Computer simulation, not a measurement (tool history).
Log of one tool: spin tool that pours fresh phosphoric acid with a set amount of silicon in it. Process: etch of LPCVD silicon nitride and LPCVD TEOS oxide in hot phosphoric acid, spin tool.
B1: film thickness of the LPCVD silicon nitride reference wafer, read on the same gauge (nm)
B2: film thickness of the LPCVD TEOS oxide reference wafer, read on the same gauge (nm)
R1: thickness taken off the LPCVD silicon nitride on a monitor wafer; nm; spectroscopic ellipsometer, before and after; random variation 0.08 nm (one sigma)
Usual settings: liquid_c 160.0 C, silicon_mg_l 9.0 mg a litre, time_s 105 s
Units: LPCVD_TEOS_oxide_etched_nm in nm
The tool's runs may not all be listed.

Run 1, hour 0.0: usual settings but liquid_c 162.5 C; B1 130.00; B2 30.030. Result: R1 10.37 nm, LPCVD_TEOS_oxide_etched_nm 0.563 nm.
Run 2, hour 34.1: usual settings but liquid_c 162.5 C; B1 129.99; B2 30.014. Result: R1 10.20 nm, LPCVD_TEOS_oxide_etched_nm 0.597 nm.
Run 3, hour 83.0: usual settings; B1 130.02; B2 30.034. Result: R1 9.53 nm, LPCVD_TEOS_oxide_etched_nm 0.564 nm.
Run 4, hour 139.6: usual settings but liquid_c 161.0 C, silicon_mg_l 3.0 mg a litre; B1 129.98; B2 30.033. Result: R1 9.73 nm, LPCVD_TEOS_oxide_etched_nm 0.584 nm.
Run 5, hour 190.6: usual settings; B1 129.99; B2 30.002. Result: R1 9.43 nm, LPCVD_TEOS_oxide_etched_nm 0.465 nm.
Run 6, hour 246.3: usual settings but liquid_c 157.0 C, silicon_mg_l 6.5 mg a litre, time_s 80 s; B1 129.99; B2 29.984. Result: R1 6.64 nm, LPCVD_TEOS_oxide_etched_nm 0.314 nm.
Run 7, hour 311.8: usual settings; B1 129.98; B2 29.988. Result: R1 9.38 nm, LPCVD_TEOS_oxide_etched_nm 0.519 nm.
Run 8, hour 339.9: usual settings but time_s 80 s; B1 130.01; B2 30.020. Result: R1 7.20 nm, LPCVD_TEOS_oxide_etched_nm 0.399 nm.
Run 9, hour 387.5: usual settings but liquid_c 162.5 C, silicon_mg_l 14.0 mg a litre, time_s 60 s; B1 129.99; B2 29.975. Result: R1 5.90 nm, LPCVD_TEOS_oxide_etched_nm 0.256 nm.
Run 10, hour 428.2: usual settings but liquid_c 158.0 C; B1 130.01; B2 30.017. Result: R1 9.01 nm, LPCVD_TEOS_oxide_etched_nm 0.427 nm.
Run 11, hour 472.9: usual settings; B1 129.99; B2 30.032. Result: R1 9.41 nm, LPCVD_TEOS_oxide_etched_nm 0.507 nm.
Run 12, hour 525.0: usual settings; B1 129.99; B2 29.981. Result: R1 9.50 nm, LPCVD_TEOS_oxide_etched_nm 0.627 nm.
Run 13, hour 550.6: usual settings but liquid_c 158.0 C, silicon_mg_l 3.5 mg a litre, time_s 165 s; B1 130.04; B2 30.031. Result: R1 14.23 nm, LPCVD_TEOS_oxide_etched_nm 0.806 nm.
Run 14, hour 579.5: usual settings but liquid_c 157.5 C, silicon_mg_l 12.5 mg a litre; B1 130.00; B2 30.027. Result: R1 8.73 nm, LPCVD_TEOS_oxide_etched_nm 0.413 nm.
Run 15, hour 626.1: usual settings but liquid_c 162.0 C; B1 130.00; B2 29.989. Result: R1 10.24 nm, LPCVD_TEOS_oxide_etched_nm 0.670 nm.
At hour 641.5: dissolved silicon flow meter replaced.
Run 16, hour 675.7: usual settings but silicon_mg_l 3.0 mg a litre, time_s 75 s; B1 129.97; B2 29.931. Result: R1 6.91 nm, LPCVD_TEOS_oxide_etched_nm 0.416 nm.
Run 17, hour 740.3: usual settings but liquid_c 162.0 C, time_s 60 s; B1 130.00; B2 30.028. Result: R1 5.89 nm, LPCVD_TEOS_oxide_etched_nm 0.330 nm.
Run 18, hour 805.0: usual settings; B1 130.02; B2 30.017. Result: R1 9.77 nm, LPCVD_TEOS_oxide_etched_nm 0.554 nm.
Run 19, hour 839.5: usual settings but liquid_c 157.5 C; B1 130.00; B2 30.030. Result: R1 8.94 nm, LPCVD_TEOS_oxide_etched_nm 0.409 nm.
Run 20, hour 871.4: usual settings but liquid_c 157.5 C, time_s 140 s; B1 129.99; B2 30.029. Result: R1 11.76 nm, LPCVD_TEOS_oxide_etched_nm 0.650 nm.
Run 21, hour 913.7: usual settings but silicon_mg_l 5.0 mg a litre, time_s 140 s; B1 130.00; B2 30.007. Result: R1 12.94 nm, LPCVD_TEOS_oxide_etched_nm 0.716 nm.
Run 22, hour 965.9: usual settings but liquid_c 162.0 C, silicon_mg_l 13.0 mg a litre, time_s 70 s; B1 130.00; B2 29.995. Result: R1 6.85 nm, LPCVD_TEOS_oxide_etched_nm 0.393 nm.
Run 23, hour 1025.3: usual settings but liquid_c 162.5 C, time_s 85 s; B1 130.00; B2 29.949. Result: R1 8.62 nm, LPCVD_TEOS_oxide_etched_nm 0.524 nm.

Measured less the same run without the tool's hidden state. The same run-to-run variation is in both; the gauge's scatter may not be:
The hidden state here: liquid hotter than its thermometer reads (K); dissolved silicon flow below the setpoint (%); temperature lost on the way to the wafer (K); gauge reads high (%).
run     R1  LPCVD_TEOS_oxide_etched_nm
  1  +0.10                      +0.012
  2  +0.11                      +0.013
  3  +0.12                      +0.016
  4  +0.14                      +0.019
  5  +0.15                      +0.017
  6  +0.13                      +0.013
  7  +0.20                      +0.024
  8  +0.16                      +0.019
  9  +0.14                      +0.013
 10  +0.22                      +0.024
 11  +0.25                      +0.030
 12  +0.27                      +0.039
 13  +0.43                      +0.052
 14  +0.27                      +0.027
 15  +0.33                      +0.046
 16  +0.23                      +0.031
 17  +0.21                      +0.026
 18  +0.38                      +0.046
 19  +0.36                      +0.035
 20  +0.49                      +0.058
 21  +0.55                      +0.065
 22  +0.30                      +0.038
 23  +0.39                      +0.051

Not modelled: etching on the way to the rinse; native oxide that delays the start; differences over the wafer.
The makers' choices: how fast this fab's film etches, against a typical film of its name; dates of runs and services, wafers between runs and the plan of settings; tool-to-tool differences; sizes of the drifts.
